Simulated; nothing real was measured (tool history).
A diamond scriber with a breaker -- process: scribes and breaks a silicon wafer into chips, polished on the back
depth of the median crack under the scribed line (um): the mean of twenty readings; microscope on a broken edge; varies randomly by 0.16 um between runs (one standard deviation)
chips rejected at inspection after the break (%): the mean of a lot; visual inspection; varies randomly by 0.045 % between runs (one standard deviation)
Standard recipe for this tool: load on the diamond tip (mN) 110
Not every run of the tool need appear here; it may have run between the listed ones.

| run | hour | load on the diamond tip (mN) | incoming depth of the damage left on the back of the incoming wafer, um | depth of the median crack under the scribed line (um) | chips rejected at inspection after the break (%) |
|---|---|---|---|---|---|
| 1 | 0.0 | 124 | 0.03 | 14.08 | 2.21 |
| 2 | 59.3 | 124 | 0.03 | 13.88 | 2.13 |
| 3 | 147.5 | 124 | 0.02 | 13.88 | 2.33 |
| 4 | 217.5 | 110 | 0.04 | 12.02 | 0.81 |
| 5 | 263.4 | 102 | 0.04 | 11.21 | 1.50 |
| 6 | 339.5 | 86 | 0.04 | 9.20 | 8.06 |
| 7 | 376.8 | 86 | 0.01 | 9.29 | 7.45 |
| 8 | 429.3 | 86 | 0.04 | 9.18 | 8.14 |
| 9 | 488.0 | 135 | 0.03 | 14.56 | 4.75 |
| 10 | 568.4 | 135 | 0.02 | 14.82 | 4.86 |
| 11 | 671.9 | 135 | 0.01 | 14.65 | 5.05 |
| 12 | 766.7 | 110 | 0.02 | 12.00 | 0.73 |
| 13 | 871.8 | 110 | 0.03 | 11.87 | 0.80 |
| 14 | 924.3 | 110 | 0.04 | 12.12 | 0.79 |
| 15 | 1013.3 | 110 | 0.03 | 12.23 | 0.82 |
| 16 | 1081.3 | 110 | 0.02 | 12.38 | 0.86 |
| 17 | 1149.4 | 103 | 0.05 | 11.48 | 1.27 |
| 18 | 1209.3 | 122 | 0.03 | 13.44 | 1.68 |
| 19 | 1307.7 | 88 | 0.01 | 9.32 | 6.48 |
| 20 | 1371.5 | 128 | 0.04 | 14.45 | 3.08 |
| 21 | 1411.9 | 110 | 0.02 | 12.23 | 0.78 |
| 22 | 1452.5 | 110 | 0.01 | 12.50 | 0.81 |
| 23 | 1551.3 | 136 | 0.02 | 14.90 | 4.82 |
| 24 | 1618.4 | 132 | 0.05 | 14.42 | 4.06 |
| 25 | 1659.6 | 140 | 0.05 | 15.08 | 6.02 |
| 26 | 1761.6 | 110 | 0.04 | 11.97 | 0.86 |
| 27 | 1851.3 | 139 | 0.02 | 15.27 | 5.16 |
| 28 | 2051.4 | 101 | 0.03 | 11.06 | 1.64 |
| 29 | 2114.4 | 92 | 0.01 | 10.15 | 4.78 |
| 30 | 2201.0 | 127 | 0.04 | 14.07 | 3.16 |
| 31 | 2248.5 | 110 | 0.04 | 11.92 | 0.87 |
| 32 | 2313.8 | 110 | 0.02 | 12.23 | 0.89 |
| 33 | 2382.4 | 110 | 0.01 | 12.36 | 0.83 |
| 34 | 2458.5 | 79 | 0.03 | 8.27 | 14.97 |

Between the runs listed above, the log contained 3 entries, not reproduced here. Where in the sequence does each belong, and how does what the log doesn't record of the tool's condition differ from the listed run before to the listed run after?
Between runs 12 and 13: load on the tip recalibrated (hour 858.5)
  no difference in the tool's unlogged condition between these two runs
Between runs 15 and 16: diamond tip replaced by a new one (hour 1043.7)
  no difference in the tool's unlogged condition between these two runs
Between runs 27 and 28: diamond tip replaced by a new one (hour 2037.3)
  no difference in the tool's unlogged condition between these two runs

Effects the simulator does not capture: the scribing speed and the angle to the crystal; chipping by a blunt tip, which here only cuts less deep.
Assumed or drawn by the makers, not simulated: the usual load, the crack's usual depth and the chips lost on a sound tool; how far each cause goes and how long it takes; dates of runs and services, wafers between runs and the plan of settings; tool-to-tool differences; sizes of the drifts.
